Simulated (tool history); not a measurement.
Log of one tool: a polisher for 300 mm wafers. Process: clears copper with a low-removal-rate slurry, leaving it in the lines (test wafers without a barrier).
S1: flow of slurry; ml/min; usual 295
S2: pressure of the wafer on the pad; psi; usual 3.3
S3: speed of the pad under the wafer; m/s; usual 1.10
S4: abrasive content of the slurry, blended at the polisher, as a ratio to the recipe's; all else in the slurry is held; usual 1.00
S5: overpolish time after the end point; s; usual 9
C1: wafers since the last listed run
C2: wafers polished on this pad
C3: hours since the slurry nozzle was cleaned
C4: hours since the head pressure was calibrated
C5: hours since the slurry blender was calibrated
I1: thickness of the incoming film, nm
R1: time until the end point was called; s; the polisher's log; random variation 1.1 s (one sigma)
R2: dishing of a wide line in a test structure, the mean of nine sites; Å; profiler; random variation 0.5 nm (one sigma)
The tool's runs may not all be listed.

run,day,S1,S2,S3,S4,S5,C1,C2,C3,C4,C5,I1,R1,R2
1,0.000,295,3.8,0.86,1.00,9,0,1109,727.8,851.2,152.9,273.3,74.7,251
2,0.296,295,3.3,1.10,1.00,9,82,1191,734.9,858.3,160.0,274.9,66.2,279
# day 0.946: worn pad replaced by a new one
3,0.967,295,3.3,1.10,1.00,9,140,6,751.0,874.4,176.1,276.3,68.4,279
4,1.354,295,3.3,1.10,1.00,9,107,113,760.3,883.7,185.4,279.5,68.2,278
5,1.896,295,3.3,1.10,1.00,9,150,264,773.3,896.7,198.4,275.2,68.8,280
6,2.312,295,3.3,1.10,1.00,9,115,380,783.3,906.7,208.4,270.0,64.9,275
7,3.054,295,3.3,1.10,1.00,9,206,586,801.1,924.5,226.2,276.7,66.5,279
8,3.650,295,3.3,1.10,1.00,9,165,751,815.4,938.8,240.5,280.2,71.1,277
9,4.258,295,3.3,1.10,1.00,9,169,920,830.0,953.4,255.1,275.0,68.3,276
10,4.796,295,3.3,1.10,1.00,9,149,1070,842.9,966.3,268.0,271.8,66.0,269
# day 5.371: slurry blender recalibrated
11,5.442,295,3.3,1.10,1.00,9,156,1226,858.4,981.8,1.7,269.5,63.3,289
12,5.788,295,3.3,1.10,1.00,9,96,1322,866.7,990.1,10.0,272.1,64.6,293
# day 6.075: worn pad replaced by a new one
13,6.150,295,3.3,1.10,1.00,9,54,21,875.4,998.8,18.7,278.0,67.2,284
14,6.808,295,3.3,1.10,1.00,9,182,204,891.2,1014.6,34.5,279.7,68.8,288
15,7.317,295,3.3,1.10,1.00,9,141,345,903.4,1026.8,46.7,272.6,66.6,281
# day 7.425: slurry nozzle cleaned
16,7.888,295,3.3,1.10,0.80,14,147,492,11.1,1040.5,60.4,271.3,67.6,401
17,8.342,295,4.4,1.10,1.00,10,126,618,22.0,1051.4,71.3,271.2,49.7,395
18,10.408,295,3.3,1.10,1.00,9,574,1192,71.6,1101.0,120.9,275.1,66.6,273
# day 11.075: worn pad replaced by a new one
19,11.096,295,3.3,1.10,1.00,13,144,5,88.1,1117.5,137.4,274.1,68.5,376
20,11.529,380,2.3,1.10,1.00,5,120,126,98.5,1127.9,147.8,278.6,93.8,121
# day 12.000: head pressure recalibrated
21,12.062,295,3.3,1.10,0.75,9,125,251,111.3,1.5,160.6,269.9,73.3,271
22,12.312,295,3.3,1.10,1.00,9,69,320,117.3,7.5,166.6,277.5,70.4,275
23,12.758,295,3.3,1.10,1.00,9,123,444,128.0,18.2,177.3,273.1,65.8,268
24,13.100,325,3.3,1.10,1.10,6,94,539,136.2,26.4,185.5,279.9,67.2,189
25,13.717,370,3.3,1.34,0.90,9,171,710,151.0,41.2,200.3,272.9,56.7,327
26,14.033,295,3.3,1.10,1.00,9,87,798,158.6,48.8,207.9,279.3,69.4,267
27,14.704,295,3.3,1.10,1.00,9,186,985,174.7,64.9,224.0,272.3,67.6,269
# day 15.167: worn pad replaced by a new one
28,15.375,295,3.3,1.10,1.00,9,140,57,190.8,81.0,240.1,274.4,68.4,273
29,16.708,295,3.3,1.10,1.00,12,370,428,222.8,113.0,272.1,274.6,68.8,344
30,17.208,295,3.3,1.10,1.00,11,138,566,234.8,125.0,284.1,274.4,72.4,322

Some steps in R1 between neighbouring runs. How much of each would the tool show without its hidden state too (settings, what came in, random variation), and how much is left for the hidden state, with any gauge scatter that isn't in both results?
The hidden state here: removal rate lost through wear of the pad, %; slurry flow missing at the pad, %; deviation of the head's pressure from its setpoint, %; abrasive missing from the slurry, %.
Run 10 -> 11: slurry blender recalibrated. R1 -2.7 s: hidden state -3.8, all else +1.1.
Run 16 -> 17: S2 3.3 -> 4.4, S4 0.80 -> 1.00, S5 14 -> 10. R1 -17.9 s: hidden state -0.4, all else -17.5.
Run 17 -> 18: S2 4.4 -> 3.3, S5 10 -> 9. R1 +16.9 s: hidden state +1.4, all else +15.5.
Run 19 -> 20: S1 295 -> 380, S2 3.3 -> 2.3, S5 13 -> 5. R1 +25.3 s: hidden state +1.5, all else +23.8.
Run 20 -> 21: S1 380 -> 295, S2 2.3 -> 3.3, S4 1.00 -> 0.75, S5 5 -> 9, head pressure recalibrated. R1 -20.5 s: hidden state -1.0, all else -19.5.
